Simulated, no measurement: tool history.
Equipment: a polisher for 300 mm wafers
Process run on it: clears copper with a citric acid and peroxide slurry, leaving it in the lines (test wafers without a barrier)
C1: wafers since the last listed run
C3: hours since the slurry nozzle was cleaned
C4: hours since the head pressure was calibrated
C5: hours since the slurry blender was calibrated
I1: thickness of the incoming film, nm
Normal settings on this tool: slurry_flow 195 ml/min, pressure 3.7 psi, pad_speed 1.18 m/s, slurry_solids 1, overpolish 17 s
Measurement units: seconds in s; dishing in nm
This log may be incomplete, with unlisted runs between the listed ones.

Run 1, day 0: usual settings; C1 0; wafers polished on this pad 114; C3 630.1; C4 1031.8; C5 135.8; I1 493.1. Result: seconds 202.9 s, dishing 24.4 nm.
Run 2, day 2.45: usual settings; C1 400; wafers polished on this pad 514; C3 688.9; C4 1090.6; C5 194.6; I1 487.7. Result: seconds 196.8 s, dishing 24.3 nm.
Run 3, day 3.646: usual settings but overpolish 21 s; C1 195; wafers polished on this pad 710; C3 717.6; C4 1119.3; C5 223.3; I1 492.3. Result: seconds 200.7 s, dishing 27.5 nm.
Run 4, day 5.904: usual settings but pad_speed 0.96 m/s; C1 368; wafers polished on this pad 1079; C3 771.8; C4 1173.5; C5 277.5; I1 494. Result: seconds 250.7 s, dishing 21.4 nm.
At day 7.217: head pressure recalibrated.
Run 5, day 7.238: usual settings; C1 204; wafers polished on this pad 1283; C3 803.8; C4 0.5; C5 309.5; I1 484.5. Result: seconds 203.4 s, dishing 24.1 nm.
Run 6, day 8.333: usual settings; C1 179; wafers polished on this pad 1462; C3 830.1; C4 26.8; C5 335.8; I1 487.9. Result: seconds 206.9 s, dishing 23.4 nm.
Run 7, day 10.579: usual settings; C1 366; wafers polished on this pad 1829; C3 884; C4 80.7; C5 389.7; I1 493.7. Result: seconds 210.8 s, dishing 23.7 nm.
At day 12.038: slurry blender recalibrated.
At day 12.246: slurry nozzle cleaned.
Run 8, day 12.312: usual settings; C1 262; wafers polished on this pad 2092; C3 1.6; C4 122.3; C5 6.6; I1 492.5. Result: seconds 214.8 s, dishing 23.5 nm.
Run 9, day 14.45: usual settings but pad_speed 0.92 m/s; C1 349; wafers polished on this pad 2441; C3 52.9; C4 173.6; C5 57.9; I1 492.3. Result: seconds 274.2 s, dishing 19.3 nm.
Run 10, day 16.129: usual settings; C1 274; wafers polished on this pad 2715; C3 93.2; C4 213.9; C5 98.2; I1 500.7. Result: seconds 225.8 s, dishing 22.6 nm.
At day 16.667: worn pad replaced by a new one.
Run 11, day 17.858: usual settings but pad_speed 0.82 m/s, slurry_solids 1.15; C1 255; wafers polished on this pad 194; C3 134.7; C4 255.4; C5 139.7; I1 495.1. Result: seconds 282.2 s, dishing 18.7 nm.
Run 12, day 19.771: usual settings but slurry_flow 230 ml/min, slurry_solids 0.8, overpolish 20 s; C1 312; wafers polished on this pad 506; C3 180.6; C4 301.3; C5 185.6; I1 489.4. Result: seconds 205.8 s, dishing 26 nm.
Run 13, day 20.917: usual settings but overpolish 20 s; C1 187; wafers polished on this pad 694; C3 208.1; C4 328.8; C5 213.1; I1 495.2. Result: seconds 205.2 s, dishing 26.8 nm.
Run 14, day 22.721: usual settings but pad_speed 0.92 m/s, slurry_solids 0.85; C1 294; wafers polished on this pad 988; C3 251.4; C4 372.1; C5 256.4; I1 492. Result: seconds 272.3 s, dishing 19.4 nm.
Run 15, day 26.679: usual settings but slurry_flow 150 ml/min, pressure 4.9 psi; C1 646; wafers polished on this pad 1635; C3 346.4; C4 467.1; C5 351.4; I1 487.5. Result: seconds 183.3 s, dishing 26.6 nm.
At day 28.358: slurry blender recalibrated.
Run 16, day 28.633: usual settings; C1 305; wafers polished on this pad 1941; C3 393.3; C4 514; C5 6.6; I1 483.3. Result: seconds 209 s, dishing 23.8 nm.
Run 17, day 29.992: usual settings but pressure 4.7 psi, overpolish 11 s; C1 221; wafers polished on this pad 2163; C3 425.9; C4 546.6; C5 39.2; I1 488.2. Result: seconds 185.2 s, dishing 19 nm.
At day 33.112: worn pad replaced by a new one.
Run 18, day 37.471: usual settings but pad_speed 1.5 m/s, slurry_solids 0.8; C1 1194; wafers polished on this pad 712; C3 605.4; C4 726.1; C5 218.7; I1 487.7. Result: seconds 166 s, dishing 27.8 nm.
Run 19, day 40.375: usual settings but overpolish 26 s; C1 474; wafers polished on this pad 1186; C3 675.1; C4 795.8; C5 288.4; I1 488.9. Result: seconds 201.6 s, dishing 30 nm.
At day 42.371: slurry blender recalibrated.
Run 20, day 42.688: usual settings but slurry_flow 235 ml/min, pad_speed 1.46 m/s, slurry_solids 0.7; C1 364; wafers polished on this pad 1550; C3 730.6; C4 851.3; C5 7.6; I1 488.7. Result: seconds 175.2 s, dishing 26.9 nm.
At day 44.892: slurry nozzle cleaned.
Run 21, day 44.912: usual settings; C1 356; wafers polished on this pad 1907; C3 0.5; C4 904.7; C5 61; I1 497.9. Result: seconds 215.4 s, dishing 23.5 nm.
At day 46.821: head pressure recalibrated.
At day 47.05: worn pad replaced by a new one.
Run 22, day 47.362: usual settings but slurry_flow 150 ml/min; C1 359; wafers polished on this pad 50; C3 59.3; C4 13; C5 119.8; I1 485.5. Result: seconds 207.3 s, dishing 23.7 nm.
Run 23, day 49.275: usual settings but slurry_flow 150 ml/min, pressure 4.9 psi; C1 312; wafers polished on this pad 363; C3 105.2; C4 58.9; C5 165.7; I1 486.3. Result: seconds 175.2 s, dishing 26.4 nm.
Run 24, day 51.029: usual settings but pad_speed 1.04 m/s, overpolish 11 s; C1 286; wafers polished on this pad 650; C3 147.3; C4 101; C5 207.8; I1 491.4. Result: seconds 229.1 s, dishing 16.6 nm.
Run 25, day 53.162: usual settings but slurry_flow 245 ml/min, pressure 2.5 psi, pad_speed 0.96 m/s, slurry_solids 1.25; C1 348; wafers polished on this pad 998; C3 198.5; C4 152.2; C5 259; I1 488.6. Result: seconds 281.2 s, dishing 18.9 nm.
Run 26, day 55.55: usual settings; C1 390; wafers polished on this pad 1388; C3 255.8; C4 209.5; C5 316.3; I1 486.3. Result: seconds 204.9 s, dishing 23.4 nm.
At day 56.088: slurry blender recalibrated.
Run 27, day 58.246: usual settings but slurry_flow 140 ml/min, pressure 4.2 psi, slurry_solids 0.8, overpolish 7 s; C1 426; wafers polished on this pad 1815; C3 320.5; C4 274.2; C5 51.8; I1 480.6. Result: seconds 211.5 s, dishing 11.6 nm.
Run 28, day 60.962: usual settings; C1 443; wafers polished on this pad 2259; C3 385.7; C4 339.4; C5 117; I1 491. Result: seconds 218.7 s, dishing 22.7 nm.
At day 61.821: worn pad replaced by a new one.
Run 29, day 63.188: usual settings but pad_speed 0.86 m/s; C1 336; wafers polished on this pad 223; C3 439.1; C4 392.8; C5 170.4; I1 489.7. Result: seconds 275.3 s, dishing 19.7 nm.

State the hidden condition of the tool at each of the runs:
slurry flow missing at the pad, %: 0, the same for each run
deviation of the head's pressure from its setpoint, %: 0, the same for each run
abrasive missing from the slurry, %: 0, the same for each run
H1: removal rate lost through wear of the pad, %
run     H1
  1  0.912
  2   1.25
  3   1.57
  4   2.45
  5   3.15
  6   3.81
  7   5.44
  8   6.95
  9    9.1
 10     11
 11   1.28
 12   1.57
 13   1.87
 14   2.54
 15   4.81
 16   6.34
 17   7.57
 18   1.47
 19   2.68
 20   4.07
 21   5.77
 22   1.21
 23   1.38
 24   1.77
 25   2.54
 26   3.79
 27   5.68
 28   8.12
 29  0.267
